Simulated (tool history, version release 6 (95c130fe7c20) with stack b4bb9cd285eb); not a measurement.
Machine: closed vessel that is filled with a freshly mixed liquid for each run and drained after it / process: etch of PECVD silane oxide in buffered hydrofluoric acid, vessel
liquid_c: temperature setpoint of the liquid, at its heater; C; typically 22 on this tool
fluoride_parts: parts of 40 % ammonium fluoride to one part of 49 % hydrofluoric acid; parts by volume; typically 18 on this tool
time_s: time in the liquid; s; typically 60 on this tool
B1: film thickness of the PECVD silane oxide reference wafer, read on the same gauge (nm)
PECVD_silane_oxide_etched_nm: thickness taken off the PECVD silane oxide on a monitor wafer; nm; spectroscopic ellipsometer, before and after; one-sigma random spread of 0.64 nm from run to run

Run 1, hour 0: usual settings; B1 60.01. Result: PECVD_silane_oxide_etched_nm 85.94 nm.
Run 2, hour 25.6: usual settings; B1 60. Result: PECVD_silane_oxide_etched_nm 85.11 nm.
Run 3, hour 96: usual settings; B1 60.01. Result: PECVD_silane_oxide_etched_nm 85.72 nm.
Run 4, hour 121.6: usual settings but fluoride_parts 22 parts by volume, time_s 35 s; B1 60.02. Result: PECVD_silane_oxide_etched_nm 42.17 nm.
Run 5, hour 187.8: usual settings but fluoride_parts 22 parts by volume, time_s 35 s; B1 60.02. Result: PECVD_silane_oxide_etched_nm 42.97 nm.
Run 6, hour 229: usual settings but liquid_c 23 C; B1 60.02. Result: PECVD_silane_oxide_etched_nm 92.03 nm.
At hour 235.4: hydrofluoric acid flow meter replaced.
Run 7, hour 299.3: usual settings but liquid_c 23 C; B1 59.97. Result: PECVD_silane_oxide_etched_nm 90.92 nm.
Run 8, hour 343.8: usual settings but fluoride_parts 22.5 parts by volume; B1 60.02. Result: PECVD_silane_oxide_etched_nm 72.17 nm.
Run 9, hour 376.7: usual settings but fluoride_parts 22.5 parts by volume; B1 59.98. Result: PECVD_silane_oxide_etched_nm 72.98 nm.
Run 10, hour 431: usual settings but fluoride_parts 22.5 parts by volume; B1 60. Result: PECVD_silane_oxide_etched_nm 72.3 nm.
Run 11, hour 491.5: usual settings; B1 59.99. Result: PECVD_silane_oxide_etched_nm 86.46 nm.
Run 12, hour 542.5: usual settings but liquid_c 18.5 C; B1 59.98. Result: PECVD_silane_oxide_etched_nm 71.68 nm.
Run 13, hour 604: usual settings but fluoride_parts 23 parts by volume, time_s 45 s; B1 60.01. Result: PECVD_silane_oxide_etched_nm 54.54 nm.
Run 14, hour 631.2: usual settings but liquid_c 25.5 C; B1 59.99. Result: PECVD_silane_oxide_etched_nm 105.93 nm.
Run 15, hour 677.3: usual settings; B1 59.99. Result: PECVD_silane_oxide_etched_nm 88.39 nm.
At hour 709.4: gauge calibrated.
Run 16, hour 733.4: usual settings but liquid_c 24 C, time_s 30 s; B1 60.01. Result: PECVD_silane_oxide_etched_nm 49.73 nm.
At hour 772: hydrofluoric acid flow meter replaced.
Run 17, hour 778.3: usual settings but liquid_c 24 C, fluoride_parts 25 parts by volume; B1 60. Result: PECVD_silane_oxide_etched_nm 76.62 nm.
Run 18, hour 827.4: usual settings but liquid_c 18 C; B1 59.99. Result: PECVD_silane_oxide_etched_nm 71.01 nm.
At hour 848: thermometer replaced.
Run 19, hour 911.9: usual settings; B1 60. Result: PECVD_silane_oxide_etched_nm 82.99 nm.
Run 20, hour 942.5: usual settings; B1 60.01. Result: PECVD_silane_oxide_etched_nm 82.65 nm.
Run 21, hour 977.1: usual settings but liquid_c 17.5 C; B1 60.02. Result: PECVD_silane_oxide_etched_nm 65.15 nm.
Run 22, hour 1034.7: usual settings but liquid_c 26.5 C, fluoride_parts 14.5 parts by volume, time_s 90 s; B1 60. Result: PECVD_silane_oxide_etched_nm 197.06 nm.
Run 23, hour 1093.3: usual settings but liquid_c 26 C, fluoride_parts 21 parts by volume, time_s 45 s; B1 60.02. Result: PECVD_silane_oxide_etched_nm 67.96 nm.
Run 24, hour 1136.5: usual settings but time_s 90 s; B1 59.99. Result: PECVD_silane_oxide_etched_nm 124.53 nm.
Run 25, hour 1201: usual settings but liquid_c 25.5 C, fluoride_parts 15.5 parts by volume, time_s 40 s; B1 59.99. Result: PECVD_silane_oxide_etched_nm 77.99 nm.
Run 26, hour 1250.2: usual settings; B1 60.01. Result: PECVD_silane_oxide_etched_nm 83.51 nm.
At hour 1280: hydrofluoric acid flow meter replaced.
Run 27, hour 1292.7: usual settings but liquid_c 17.5 C, fluoride_parts 13.5 parts by volume, time_s 85 s; B1 59.99. Result: PECVD_silane_oxide_etched_nm 123.57 nm.
Run 28, hour 1345.8: usual settings; B1 59.97. Result: PECVD_silane_oxide_etched_nm 84.84 nm.
Run 29, hour 1371.2: usual settings but fluoride_parts 13 parts by volume, time_s 35 s; B1 59.97. Result: PECVD_silane_oxide_etched_nm 67.53 nm.
Run 30, hour 1403.8: usual settings; B1 59.99. Result: PECVD_silane_oxide_etched_nm 84.42 nm.
Run 31, hour 1442.2: usual settings; B1 59.98. Result: PECVD_silane_oxide_etched_nm 84.16 nm.
Run 32, hour 1513.6: usual settings; B1 59.99. Result: PECVD_silane_oxide_etched_nm 84.5 nm.
Run 33, hour 1544.8: usual settings; B1 60.01. Result: PECVD_silane_oxide_etched_nm 84.18 nm.

Pick out some run-to-run changes in PECVD_silane_oxide_etched_nm. Of each, how much would a tool without hidden state show as well, from the settings, what came in and chance, and how much is left for the hidden state and any gauge scatter not in both results compared?
The hidden state here: liquid hotter than its thermometer reads (K); hydrofluoric acid flow below the setpoint (%); gauge reads high (%).
Run 5 -> 6: liquid_c 22 -> 23, fluoride_parts 22 -> 18, time_s 35 -> 60. PECVD_silane_oxide_etched_nm +49.06 nm: hidden state +2.72, all else +46.34.
Run 13 -> 14: liquid_c 22 -> 25.5, fluoride_parts 23 -> 18, time_s 45 -> 60. PECVD_silane_oxide_etched_nm +51.39 nm: hidden state +3.33, all else +48.06.
Run 18 -> 19: liquid_c 18 -> 22, thermometer replaced. PECVD_silane_oxide_etched_nm +11.98 nm: hidden state -4.46, all else +16.44.
Run 21 -> 22: liquid_c 17.5 -> 26.5, fluoride_parts 18 -> 14.5, time_s 60 -> 90. PECVD_silane_oxide_etched_nm +131.91 nm: hidden state +1.99, all else +129.92.
Run 22 -> 23: liquid_c 26.5 -> 26, fluoride_parts 14.5 -> 21, time_s 90 -> 45. PECVD_silane_oxide_etched_nm -129.1 nm: hidden state -1.74, all else -127.36.
Run 23 -> 24: liquid_c 26 -> 22, fluoride_parts 21 -> 18, time_s 45 -> 90. PECVD_silane_oxide_etched_nm +56.57 nm: hidden state +1.17, all else +55.4.
